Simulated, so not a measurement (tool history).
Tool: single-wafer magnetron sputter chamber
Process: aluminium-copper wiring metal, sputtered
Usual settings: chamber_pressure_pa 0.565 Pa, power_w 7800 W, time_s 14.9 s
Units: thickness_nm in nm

run,hour,chamber_pressure_pa,power_w,time_s,"read-back reference wafer on the same gauge, thickness_nm",thickness_nm
1,0.0,0.692,7800,12.8,220.973,150.426
2,32.7,0.692,7800,12.8,221.076,149.037
3,65.1,0.692,7800,12.8,221.063,148.968
4,92.7,0.565,7800,14.9,221.066,185.467
5,105.6,0.565,7800,14.9,220.896,184.459
6,133.5,0.565,7800,14.9,221.004,185.087
7,162.9,0.565,7800,14.9,220.845,184.852
# hour 187.0: capacitance manometer re-zeroed and calibrated
8,187.5,0.565,7800,14.9,221.071,183.842
# hour 209.4: sputter target and shields replaced
9,210.3,0.565,6400,14.9,221.115,161.776
# hour 221.7: gauge calibrated
10,226.5,0.565,7800,14.9,220.992,187.024
11,254.6,0.565,7800,14.9,220.945,187.874
12,277.8,0.486,7800,14.9,220.898,195.411
13,291.9,0.565,7800,14.9,220.966,186.797
14,304.2,0.565,6400,14.9,221.167,160.545
15,328.7,0.387,7050,14.9,221.086,189.116
16,348.9,0.474,7800,14.9,221.139,195.392
17,363.8,0.670,6450,12.7,221.124,130.009
18,397.5,0.565,7200,17.7,221.122,205.896
# hour 414.5: magnet pack replaced
19,458.9,0.385,6400,16.6,220.835,195.885
20,490.5,0.732,9550,14.9,220.943,197.626
21,509.1,0.737,7800,14.9,221.104,168.124
# hour 509.3: gauge calibrated
# hour 534.2: sputter target and shields replaced
22,535.8,0.385,6400,16.6,221.125,198.058
23,569.7,0.683,8750,14.9,221.126,193.691

Forecast each of these 3 alternatives for the next run:
A,570.1,0.565,7800,14.9,?,?
B,570.1,0.772,6850,14.9,?,?
C,570.1,0.789,6450,15.7,?,?

run,"read-back reference wafer on the same gauge, thickness_nm",thickness_nm
A,220.956,187.237
B,220.956,152.508
C,220.956,152.362
Without the tool's hidden state the same runs would have given:
run,thickness_nm
A,187.857
B,153.013
C,152.866

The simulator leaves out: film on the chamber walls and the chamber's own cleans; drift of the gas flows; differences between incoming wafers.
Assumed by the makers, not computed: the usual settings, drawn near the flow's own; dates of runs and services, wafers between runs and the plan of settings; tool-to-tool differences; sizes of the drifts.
